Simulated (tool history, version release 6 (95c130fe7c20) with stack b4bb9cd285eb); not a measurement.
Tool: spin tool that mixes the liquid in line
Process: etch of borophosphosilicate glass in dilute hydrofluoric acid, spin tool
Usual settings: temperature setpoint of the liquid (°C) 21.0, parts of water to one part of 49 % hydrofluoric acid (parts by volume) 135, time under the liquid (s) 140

run,hour,temperature setpoint of the liquid (°C),parts of water to one part of 49 % hydrofluoric acid (parts by volume),time under the liquid (s),"read-back film thickness of the borophosphosilicate glass reference wafer, read on the same gauge (nm)",thickness taken off the borophosphosilicate glass on a monitor wafer (Å)
1,0.0,21.0,135,140,30.01,400.8
2,30.9,19.5,135,105,30.00,282.4
3,56.4,19.5,135,105,30.00,283.6
4,86.3,19.5,135,105,30.01,287.0
5,114.8,21.0,135,140,29.96,403.9
6,137.9,21.0,135,140,29.98,401.3
7,172.5,21.0,135,140,29.98,409.8
8,194.0,21.0,160,140,30.01,335.8
9,216.1,21.0,160,140,29.96,333.6
10,235.4,21.0,135,140,30.02,409.0
11,267.4,21.0,135,140,30.00,411.1
12,298.0,21.0,135,140,29.96,413.4
13,323.6,21.0,135,170,29.99,504.2
# hour 327.1: thermometer replaced
# hour 327.2: hydrofluoric acid flow meter replaced
14,344.6,17.0,95,110,29.98,378.7
15,364.3,21.0,110,140,30.02,487.8
16,382.6,18.5,85,105,29.98,436.8
17,395.3,18.5,175,85,30.02,156.3
18,416.8,18.5,175,85,30.01,156.3
19,430.8,21.0,135,140,29.99,388.8
20,451.6,21.0,165,105,30.02,228.1
# hour 460.6: gauge calibrated
21,466.4,23.5,200,140,30.01,268.0
22,490.9,17.5,135,60,30.00,145.6
23,525.4,23.0,85,75,30.02,381.0
24,556.5,24.5,95,165,29.97,786.3
25,573.9,25.0,135,205,30.00,665.1
26,589.1,25.5,105,120,29.96,541.1
27,601.5,21.0,135,140,29.99,395.4

Forecast each of these 5 alternatives for the next run:
A,602.0,21.0,170,140,?,?
B,602.0,17.5,195,75,?,?
C,602.0,18.0,135,140,?,?
D,602.0,24.5,185,60,?,?
E,602.0,17.5,135,140,?,?

run,"read-back film thickness of the borophosphosilicate glass reference wafer, read on the same gauge (nm)",thickness taken off the borophosphosilicate glass on a monitor wafer (Å)
A,29.98,297.5
B,29.98,118.2
C,29.98,344.5
D,29.98,131.7
E,29.98,337.6
Without the tool's hidden state the same runs would have given:
run,thickness taken off the borophosphosilicate glass on a monitor wafer (Å)
A,287.8
B,114.3
C,333.2
D,127.4
E,326.4
